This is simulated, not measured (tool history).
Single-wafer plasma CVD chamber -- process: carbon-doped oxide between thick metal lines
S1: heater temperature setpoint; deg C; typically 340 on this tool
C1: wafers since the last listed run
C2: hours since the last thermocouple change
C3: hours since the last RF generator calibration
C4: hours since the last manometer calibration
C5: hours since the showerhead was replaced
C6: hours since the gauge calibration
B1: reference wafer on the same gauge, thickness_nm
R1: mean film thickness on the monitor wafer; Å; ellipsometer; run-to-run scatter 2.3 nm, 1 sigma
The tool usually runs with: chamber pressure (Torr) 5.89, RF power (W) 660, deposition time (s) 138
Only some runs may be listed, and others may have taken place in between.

{"run": 1, "day": 0.0, "S1": 337, "chamber pressure (Torr)": 5.89, "RF power (W)": 660, "deposition time (s)": 138, "C1": 0, "C2": 2266.2, "C3": 2322.6, "C4": 1568, "C5": 5057.6, "C6": 381.9, "B1": 707.371, "R1": 8881.29}
{"run": 2, "day": 1.067, "S1": 337, "chamber pressure (Torr)": 5.89, "RF power (W)": 660, "deposition time (s)": 138, "C1": 403, "C2": 2291.8, "C3": 2348.2, "C4": 1593.6, "C5": 5083.2, "C6": 407.5, "B1": 707.301, "R1": 8872.75}
{"run": 3, "day": 1.867, "S1": 337, "chamber pressure (Torr)": 5.89, "RF power (W)": 660, "deposition time (s)": 138, "C1": 302, "C2": 2311, "C3": 2367.4, "C4": 1612.8, "C5": 5102.4, "C6": 426.7, "B1": 708.807, "R1": 8890.62}
{"run": 4, "day": 3.062, "S1": 340, "chamber pressure (Torr)": 7.01, "RF power (W)": 660, "deposition time (s)": 124, "C1": 451, "C2": 2339.7, "C3": 2396.1, "C4": 1641.5, "C5": 5131.1, "C6": 455.4, "B1": 708.512, "R1": 8018.97}
{"run": 5, "day": 4.3, "S1": 335, "chamber pressure (Torr)": 5.89, "RF power (W)": 660, "deposition time (s)": 138, "C1": 467, "C2": 2369.4, "C3": 2425.8, "C4": 1671.2, "C5": 5160.8, "C6": 485.1, "B1": 709.639, "R1": 8963.87}
{"run": 6, "day": 5.446, "S1": 340, "chamber pressure (Torr)": 5.89, "RF power (W)": 660, "deposition time (s)": 138, "C1": 433, "C2": 2396.9, "C3": 2453.3, "C4": 1698.7, "C5": 5188.3, "C6": 512.6, "B1": 709.134, "R1": 8824.89}
{"run": 7, "day": 6.054, "S1": 340, "chamber pressure (Torr)": 5.89, "RF power (W)": 660, "deposition time (s)": 138, "C1": 229, "C2": 2411.5, "C3": 2467.9, "C4": 1713.3, "C5": 5202.9, "C6": 527.2, "B1": 708.938, "R1": 8837.42}
{"run": 8, "day": 6.758, "S1": 340, "chamber pressure (Torr)": 5.89, "RF power (W)": 660, "deposition time (s)": 138, "C1": 266, "C2": 2428.4, "C3": 2484.8, "C4": 1730.2, "C5": 5219.8, "C6": 544.1, "B1": 709.013, "R1": 8811.95}
{"run": 9, "day": 8.217, "S1": 340, "chamber pressure (Torr)": 5.89, "RF power (W)": 660, "deposition time (s)": 138, "C1": 551, "C2": 2463.4, "C3": 2519.8, "C4": 1765.2, "C5": 5254.8, "C6": 579.1, "B1": 709.499, "R1": 8789.08}
{"day": 9.775, "done": "showerhead replaced"}
{"run": 10, "day": 9.796, "S1": 340, "chamber pressure (Torr)": 5.89, "RF power (W)": 660, "deposition time (s)": 138, "C1": 470, "C2": 2501.3, "C3": 2557.7, "C4": 1803.1, "C5": 0.5, "C6": 617, "B1": 709.322, "R1": 8845.85}
{"day": 10.046, "done": "gauge calibrated"}
{"run": 11, "day": 11.138, "S1": 340, "chamber pressure (Torr)": 5.89, "RF power (W)": 660, "deposition time (s)": 138, "C1": 507, "C2": 2533.5, "C3": 2589.9, "C4": 1835.3, "C5": 32.7, "C6": 26.2, "B1": 695.165, "R1": 8634.11}
{"run": 12, "day": 12.542, "S1": 337, "chamber pressure (Torr)": 5.89, "RF power (W)": 660, "deposition time (s)": 138, "C1": 530, "C2": 2567.2, "C3": 2623.6, "C4": 1869, "C5": 66.4, "C6": 59.9, "B1": 697.295, "R1": 8756.81}
{"day": 13.55, "done": "RF generator calibrated"}
{"run": 13, "day": 13.571, "S1": 340, "chamber pressure (Torr)": 5.14, "RF power (W)": 660, "deposition time (s)": 138, "C1": 262, "C2": 2591.9, "C3": 0.5, "C4": 1893.7, "C5": 91.1, "C6": 84.6, "B1": 698.902, "R1": 8507.46}
{"day": 15.6, "done": "capacitance manometer re-zeroed and calibrated"}
{"run": 14, "day": 15.967, "S1": 345, "chamber pressure (Torr)": 7.12, "RF power (W)": 620, "deposition time (s)": 156, "C1": 779, "C2": 2649.4, "C3": 58, "C4": 8.8, "C5": 148.6, "C6": 142.1, "B1": 701.848, "R1": 9535.41}
{"run": 15, "day": 16.696, "S1": 340, "chamber pressure (Torr)": 5.89, "RF power (W)": 585, "deposition time (s)": 127, "C1": 275, "C2": 2666.9, "C3": 75.5, "C4": 26.3, "C5": 166.1, "C6": 159.6, "B1": 702.33, "R1": 7486.25}
{"run": 16, "day": 19.917, "S1": 340, "chamber pressure (Torr)": 5.89, "RF power (W)": 660, "deposition time (s)": 149, "C1": 1217, "C2": 2744.2, "C3": 152.8, "C4": 103.6, "C5": 243.4, "C6": 236.9, "B1": 704.869, "R1": 9447.65}
{"run": 17, "day": 20.733, "S1": 328, "chamber pressure (Torr)": 5.89, "RF power (W)": 660, "deposition time (s)": 159, "C1": 308, "C2": 2763.8, "C3": 172.4, "C4": 123.2, "C5": 263, "C6": 256.5, "B1": 705.622, "R1": 10522.78}
{"day": 21.908, "done": "thermocouple changed; heater temperature recalibrated"}
{"run": 18, "day": 21.929, "S1": 340, "chamber pressure (Torr)": 5.89, "RF power (W)": 660, "deposition time (s)": 138, "C1": 325, "C2": 0.5, "C3": 201.1, "C4": 151.9, "C5": 291.7, "C6": 285.2, "B1": 705.672, "R1": 8767.36}
{"run": 19, "day": 23.046, "S1": 353, "chamber pressure (Torr)": 5.89, "RF power (W)": 780, "deposition time (s)": 138, "C1": 422, "C2": 27.3, "C3": 227.9, "C4": 178.7, "C5": 318.5, "C6": 312, "B1": 706.319, "R1": 9330.89}
{"run": 20, "day": 23.767, "S1": 351, "chamber pressure (Torr)": 4.77, "RF power (W)": 550, "deposition time (s)": 138, "C1": 272, "C2": 44.6, "C3": 245.2, "C4": 196, "C5": 335.8, "C6": 329.3, "B1": 706.744, "R1": 7370.91}
{"run": 21, "day": 24.642, "S1": 340, "chamber pressure (Torr)": 5.34, "RF power (W)": 660, "deposition time (s)": 160, "C1": 330, "C2": 65.6, "C3": 266.2, "C4": 217, "C5": 356.8, "C6": 350.3, "B1": 707.015, "R1": 10023.63}
{"run": 22, "day": 25.742, "S1": 335, "chamber pressure (Torr)": 5.89, "RF power (W)": 660, "deposition time (s)": 124, "C1": 415, "C2": 92, "C3": 292.6, "C4": 243.4, "C5": 383.2, "C6": 376.7, "B1": 707.428, "R1": 8029.62}
{"run": 23, "day": 28.733, "S1": 340, "chamber pressure (Torr)": 4.54, "RF power (W)": 710, "deposition time (s)": 163, "C1": 1130, "C2": 163.8, "C3": 364.4, "C4": 315.2, "C5": 455, "C6": 448.5, "B1": 708.396, "R1": 10357.1}
{"run": 24, "day": 29.842, "S1": 340, "chamber pressure (Torr)": 5.89, "RF power (W)": 660, "deposition time (s)": 138, "C1": 418, "C2": 190.4, "C3": 391, "C4": 341.8, "C5": 481.6, "C6": 475.1, "B1": 708.325, "R1": 8787.79}
{"run": 25, "day": 30.371, "S1": 340, "chamber pressure (Torr)": 5.89, "RF power (W)": 660, "deposition time (s)": 147, "C1": 200, "C2": 203.1, "C3": 403.7, "C4": 354.5, "C5": 494.3, "C6": 487.8, "B1": 708.256, "R1": 9350.98}
{"run": 26, "day": 31.783, "S1": 340, "chamber pressure (Torr)": 5.89, "RF power (W)": 605, "deposition time (s)": 138, "C1": 533, "C2": 237, "C3": 437.6, "C4": 388.4, "C5": 528.2, "C6": 521.7, "B1": 708.746, "R1": 8372.39}
{"run": 27, "day": 33.108, "S1": 340, "chamber pressure (Torr)": 4.97, "RF power (W)": 660, "deposition time (s)": 138, "C1": 500, "C2": 268.8, "C3": 469.4, "C4": 420.2, "C5": 560, "C6": 553.5, "B1": 708.849, "R1": 8579.66}
{"day": 34.033, "done": "gauge calibrated"}
{"run": 28, "day": 34.508, "S1": 340, "chamber pressure (Torr)": 5.89, "RF power (W)": 660, "deposition time (s)": 138, "C1": 529, "C2": 302.4, "C3": 503, "C4": 453.8, "C5": 593.6, "C6": 11.4, "B1": 694.06, "R1": 8631.09}
{"run": 29, "day": 35.871, "S1": 351, "chamber pressure (Torr)": 5.89, "RF power (W)": 660, "deposition time (s)": 112, "C1": 514, "C2": 335.1, "C3": 535.7, "C4": 486.5, "C5": 626.3, "C6": 44.1, "B1": 696.548, "R1": 6841.25}

Alternative continuations, all from the tool just after run 29; predict every row:
{"run": "A", "day": 35.888, "S1": 340, "chamber pressure (Torr)": 5.89, "RF power (W)": 660, "deposition time (s)": 138, "C1": 6, "C2": 335.5, "C3": 536.1, "C4": 486.9, "C5": 626.7, "C6": 44.5, "B1": "?", "R1": "?"}
{"run": "B", "day": 35.888, "S1": 355, "chamber pressure (Torr)": 5.89, "RF power (W)": 660, "deposition time (s)": 138, "C1": 6, "C2": 335.5, "C3": 536.1, "C4": 486.9, "C5": 626.7, "C6": 44.5, "B1": "?", "R1": "?"}
{"run": "C", "day": 35.888, "S1": 340, "chamber pressure (Torr)": 5.89, "RF power (W)": 760, "deposition time (s)": 138, "C1": 6, "C2": 335.5, "C3": 536.1, "C4": 486.9, "C5": 626.7, "C6": 44.5, "B1": "?", "R1": "?"}

run=A B1=696.77 R1=8667.84
run=B B1=696.77 R1=8291.87
run=C B1=696.77 R1=9391.33
With no hidden state in the tool, these same runs would have given:
run=A R1=8618.67
run=B R1=8244.84
run=C R1=9338.07

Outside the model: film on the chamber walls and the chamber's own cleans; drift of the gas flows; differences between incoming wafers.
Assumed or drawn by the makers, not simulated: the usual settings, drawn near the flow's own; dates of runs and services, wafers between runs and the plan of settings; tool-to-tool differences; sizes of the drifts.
